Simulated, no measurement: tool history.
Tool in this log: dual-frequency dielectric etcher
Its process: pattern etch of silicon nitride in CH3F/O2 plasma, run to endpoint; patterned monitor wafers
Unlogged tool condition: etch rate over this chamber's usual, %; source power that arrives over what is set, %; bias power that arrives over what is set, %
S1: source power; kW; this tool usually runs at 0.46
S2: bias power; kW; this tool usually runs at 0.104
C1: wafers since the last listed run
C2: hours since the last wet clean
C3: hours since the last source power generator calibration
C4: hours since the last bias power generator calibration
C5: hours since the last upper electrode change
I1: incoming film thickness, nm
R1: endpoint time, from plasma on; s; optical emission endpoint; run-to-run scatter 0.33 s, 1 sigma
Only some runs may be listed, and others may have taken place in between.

{"run": 1, "day": 0.0, "S1": 0.42, "S2": 0.091, "C1": 0, "C2": 313.4, "C3": 3690.9, "C4": 3650.1, "C5": 3219.3, "I1": 91.3, "R1": 100.3}
{"run": 2, "day": 0.488, "S1": 0.42, "S2": 0.091, "C1": 108, "C2": 325.1, "C3": 3702.6, "C4": 3661.8, "C5": 3231, "I1": 91.1, "R1": 100}
{"run": 3, "day": 1.133, "S1": 0.42, "S2": 0.091, "C1": 143, "C2": 340.6, "C3": 3718.1, "C4": 3677.3, "C5": 3246.5, "I1": 90.8, "R1": 99.8}
{"run": 4, "day": 1.612, "S1": 0.42, "S2": 0.095, "C1": 106, "C2": 352.1, "C3": 3729.6, "C4": 3688.8, "C5": 3258, "I1": 90.9, "R1": 97.9}
{"run": 5, "day": 2.346, "S1": 0.42, "S2": 0.095, "C1": 163, "C2": 369.7, "C3": 3747.2, "C4": 3706.4, "C5": 3275.6, "I1": 89.7, "R1": 96.8}
{"run": 6, "day": 2.775, "S1": 0.46, "S2": 0.104, "C1": 95, "C2": 380, "C3": 3757.5, "C4": 3716.7, "C5": 3285.9, "I1": 91, "R1": 90}
{"run": 7, "day": 3.475, "S1": 0.46, "S2": 0.104, "C1": 155, "C2": 396.8, "C3": 3774.3, "C4": 3733.5, "C5": 3302.7, "I1": 90.3, "R1": 90.2}
{"run": 8, "day": 3.892, "S1": 0.46, "S2": 0.104, "C1": 92, "C2": 406.8, "C3": 3784.3, "C4": 3743.5, "C5": 3312.7, "I1": 91.2, "R1": 91.1}
{"day": 4.733, "done": "bias power generator calibrated"}
{"run": 9, "day": 4.754, "S1": 0.46, "S2": 0.11, "C1": 154, "C2": 427.5, "C3": 3805, "C4": 0.5, "C5": 3333.4, "I1": 90.5, "R1": 88.1}
{"day": 5.983, "done": "wet clean of the chamber"}
{"run": 10, "day": 6.004, "S1": 0.46, "S2": 0.11, "C1": 55, "C2": 0.5, "C3": 3835, "C4": 30.5, "C5": 3363.4, "I1": 90.3, "R1": 82.7}
{"run": 11, "day": 6.021, "S1": 0.46, "S2": 0.104, "C1": 3, "C2": 0.9, "C3": 3835.4, "C4": 30.9, "C5": 3363.8, "I1": 90.1, "R1": 84.6}
{"run": 12, "day": 6.804, "S1": 0.49, "S2": 0.128, "C1": 174, "C2": 19.7, "C3": 3854.2, "C4": 49.7, "C5": 3382.6, "I1": 89.1, "R1": 74.2}
{"run": 13, "day": 7.1, "S1": 0.52, "S2": 0.125, "C1": 65, "C2": 26.8, "C3": 3861.3, "C4": 56.8, "C5": 3389.7, "I1": 91, "R1": 73.9}
{"day": 8.138, "done": "source power generator calibrated"}
{"day": 8.558, "done": "upper electrode replaced"}
{"run": 14, "day": 8.579, "S1": 0.4, "S2": 0.104, "C1": 198, "C2": 62.3, "C3": 10.6, "C4": 92.3, "C5": 0.5, "I1": 90.7, "R1": 92}
{"run": 15, "day": 8.596, "S1": 0.46, "S2": 0.104, "C1": 3, "C2": 62.7, "C3": 11, "C4": 92.7, "C5": 0.9, "I1": 91.4, "R1": 86.2}
{"run": 16, "day": 8.608, "S1": 0.55, "S2": 0.119, "C1": 2, "C2": 63, "C3": 11.3, "C4": 93, "C5": 1.2, "I1": 91.3, "R1": 74}
{"run": 17, "day": 8.783, "S1": 0.46, "S2": 0.117, "C1": 38, "C2": 67.2, "C3": 15.5, "C4": 97.2, "C5": 5.4, "I1": 90.4, "R1": 81.4}
{"run": 18, "day": 9.354, "S1": 0.4, "S2": 0.092, "C1": 126, "C2": 80.9, "C3": 29.2, "C4": 110.9, "C5": 19.1, "I1": 91.3, "R1": 98.2}
{"run": 19, "day": 9.754, "S1": 0.51, "S2": 0.12, "C1": 88, "C2": 90.5, "C3": 38.8, "C4": 120.5, "C5": 28.7, "I1": 90.6, "R1": 77}
{"run": 20, "day": 10.425, "S1": 0.56, "S2": 0.123, "C1": 149, "C2": 106.6, "C3": 54.9, "C4": 136.6, "C5": 44.8, "I1": 91.8, "R1": 73.5}
{"run": 21, "day": 10.925, "S1": 0.51, "S2": 0.111, "C1": 111, "C2": 118.6, "C3": 66.9, "C4": 148.6, "C5": 56.8, "I1": 91.7, "R1": 80.7}

Exercise: give the hidden state of the tool at every run:
source power that arrives over what is set, %: 0, the same for each run
bias power that arrives over what is set, %: 0, the same for each run
H1: etch rate over this chamber's usual, %
run=1 H1=-4.74
run=2 H1=-4.87
run=3 H1=-5.06
run=4 H1=-5.19
run=5 H1=-5.4
run=6 H1=-5.52
run=7 H1=-5.72
run=8 H1=-5.84
run=9 H1=-6.08
run=10 H1=-0.26
run=11 H1=-0.265
run=12 H1=-0.486
run=13 H1=-0.57
run=14 H1=-0.988
run=15 H1=-0.993
run=16 H1=-0.996
run=17 H1=-1.05
run=18 H1=-1.21
run=19 H1=-1.32
run=20 H1=-1.51
run=21 H1=-1.65
